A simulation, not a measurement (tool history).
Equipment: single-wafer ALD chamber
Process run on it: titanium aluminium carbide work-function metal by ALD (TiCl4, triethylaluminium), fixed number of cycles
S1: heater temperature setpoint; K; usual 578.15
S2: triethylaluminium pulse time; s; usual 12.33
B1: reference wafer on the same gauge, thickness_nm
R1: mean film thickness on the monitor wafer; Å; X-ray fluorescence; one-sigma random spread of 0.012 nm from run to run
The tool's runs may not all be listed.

Run 1, hour 0.0: usual settings; B1 2.427. Result: R1 21.14 Å.
Run 2, hour 17.2: usual settings; B1 2.433. Result: R1 21.14 Å.
Run 3, hour 26.6: usual settings; B1 2.429. Result: R1 21.00 Å.
Run 4, hour 44.1: usual settings but S1 572.15 K; B1 2.428. Result: R1 20.39 Å.
Run 5, hour 58.3: usual settings but S1 572.15 K; B1 2.433. Result: R1 20.42 Å.
Run 6, hour 67.0: usual settings but S1 572.15 K; B1 2.427. Result: R1 20.37 Å.
Run 7, hour 76.6: usual settings but S1 570.15 K, S2 8.78 s; B1 2.428. Result: R1 19.97 Å.
Run 8, hour 91.1: usual settings but S1 570.15 K, S2 8.78 s; B1 2.428. Result: R1 19.51 Å.
Run 9, hour 99.9: usual settings but S1 570.15 K, S2 8.78 s; B1 2.428. Result: R1 19.74 Å.
Run 10, hour 109.9: usual settings but S2 9.06 s; B1 2.431. Result: R1 20.66 Å.
Run 11, hour 121.6: usual settings but S2 9.06 s; B1 2.428. Result: R1 20.40 Å.
Run 12, hour 134.6: usual settings but S2 9.06 s; B1 2.431. Result: R1 20.62 Å.
Run 13, hour 143.3: usual settings; B1 2.428. Result: R1 20.91 Å.
Run 14, hour 152.6: usual settings; B1 2.426. Result: R1 21.15 Å.
Run 15, hour 160.6: usual settings but S1 589.15 K; B1 2.433. Result: R1 22.14 Å.
Run 16, hour 170.7: usual settings but S1 587.15 K, S2 16.65 s; B1 2.426. Result: R1 22.28 Å.
Run 17, hour 186.4: usual settings; B1 2.429. Result: R1 20.97 Å.
Run 18, hour 197.0: usual settings but S1 588.15 K, S2 16.20 s; B1 2.429. Result: R1 22.26 Å.
At hour 206.3: triethylaluminium bottle replaced.
Run 19, hour 208.7: usual settings but S2 11.10 s; B1 2.431. Result: R1 20.84 Å.
At hour 233.6: thermocouple changed; heater temperature recalibrated.
Run 20, hour 234.1: usual settings but S1 584.15 K, S2 8.36 s; B1 2.429. Result: R1 21.06 Å.
Run 21, hour 234.4: usual settings but S1 586.15 K, S2 13.96 s; B1 2.434. Result: R1 21.98 Å.
Run 22, hour 249.8: usual settings; B1 2.435. Result: R1 21.04 Å.
At hour 252.5: gauge calibrated.
At hour 260.6: showerhead replaced.
Run 23, hour 261.1: usual settings but S1 591.15 K, S2 8.09 s; B1 2.432. Result: R1 21.69 Å.
Run 24, hour 269.9: usual settings but S1 573.15 K, S2 7.60 s; B1 2.430. Result: R1 19.82 Å.
Run 25, hour 276.3: usual settings but S1 591.15 K, S2 10.39 s; B1 2.430. Result: R1 21.97 Å.
Run 26, hour 288.3: usual settings but S1 584.15 K, S2 16.88 s; B1 2.429. Result: R1 21.98 Å.
Run 27, hour 303.6: usual settings; B1 2.430. Result: R1 21.28 Å.
Run 28, hour 315.4: usual settings but S1 586.15 K; B1 2.431. Result: R1 21.72 Å.
Run 29, hour 332.6: usual settings but S1 588.15 K; B1 2.433. Result: R1 22.01 Å.
Run 30, hour 343.0: usual settings but S1 588.15 K, S2 15.97 s; B1 2.428. Result: R1 22.26 Å.
Run 31, hour 354.8: usual settings but S1 585.15 K, S2 9.37 s; B1 2.429. Result: R1 21.32 Å.

Alternative continuations, all from the tool just after run 31; predict every row:
Run A, hour 355.2: usual settings; B1 ?. Result: R1 ?.
Run B, hour 355.2: usual settings but S1 563.15 K, S2 9.48 s; B1 ?. Result: R1 ?.
Run C, hour 355.2: usual settings but S2 10.37 s; B1 ?. Result: R1 ?.
Run D, hour 355.2: usual settings but S1 584.15 K, S2 16.43 s; B1 ?. Result: R1 ?.

run     B1     R1
  A  2.429  21.02
  B  2.429  19.15
  C  2.429  20.79
  D  2.429  21.85
With the hidden condition removed and each run's random variation left untouched, the same runs would have given:
run     R1
  A  21.02
  B  19.15
  C  20.79
  D  21.85
